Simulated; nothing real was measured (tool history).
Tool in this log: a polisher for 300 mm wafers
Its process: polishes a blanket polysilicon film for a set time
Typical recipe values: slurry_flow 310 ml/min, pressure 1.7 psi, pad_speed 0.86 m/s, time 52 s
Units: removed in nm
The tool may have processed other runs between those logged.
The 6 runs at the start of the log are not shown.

run,day,slurry_flow,pressure,pad_speed,time,"incoming thickness of the incoming film, nm",removed
# day 10.479: worn pad replaced by a new one
# day 11.008: head pressure recalibrated
7,11.800,310,1.7,0.86,38,1380.7,192.4
8,14.425,245,1.7,0.94,52,1352.6,281.5
9,17.350,310,1.7,0.86,52,1355.1,263.2
10,18.771,310,1.7,0.86,52,1354.0,256.4
11,20.146,310,1.7,0.86,52,1369.2,260.3
12,21.908,310,1.7,0.86,52,1359.1,253.5
13,23.612,280,1.7,0.62,52,1347.3,178.6
# day 25.058: worn pad replaced by a new one
14,25.300,310,1.7,0.86,52,1354.3,269.5
15,27.721,310,1.7,0.86,52,1350.7,263.5
16,30.050,225,1.3,0.86,52,1341.1,197.2
17,32.050,310,1.7,0.86,52,1346.1,256.4
# day 32.212: slurry nozzle cleaned
# day 32.679: head pressure recalibrated
18,34.125,255,1.7,0.86,45,1367.1,223.0
19,36.858,250,1.7,0.56,47,1371.5,149.9

Run 20 has not been measured yet. What should we expect?
20,39.533,310,2.1,1.04,52,1350.2,?

{"run 20": {"removed": 371.0}}
If the tool had no hidden condition, the same run with the same run-to-run variation would have returned removed 401.7 nm.

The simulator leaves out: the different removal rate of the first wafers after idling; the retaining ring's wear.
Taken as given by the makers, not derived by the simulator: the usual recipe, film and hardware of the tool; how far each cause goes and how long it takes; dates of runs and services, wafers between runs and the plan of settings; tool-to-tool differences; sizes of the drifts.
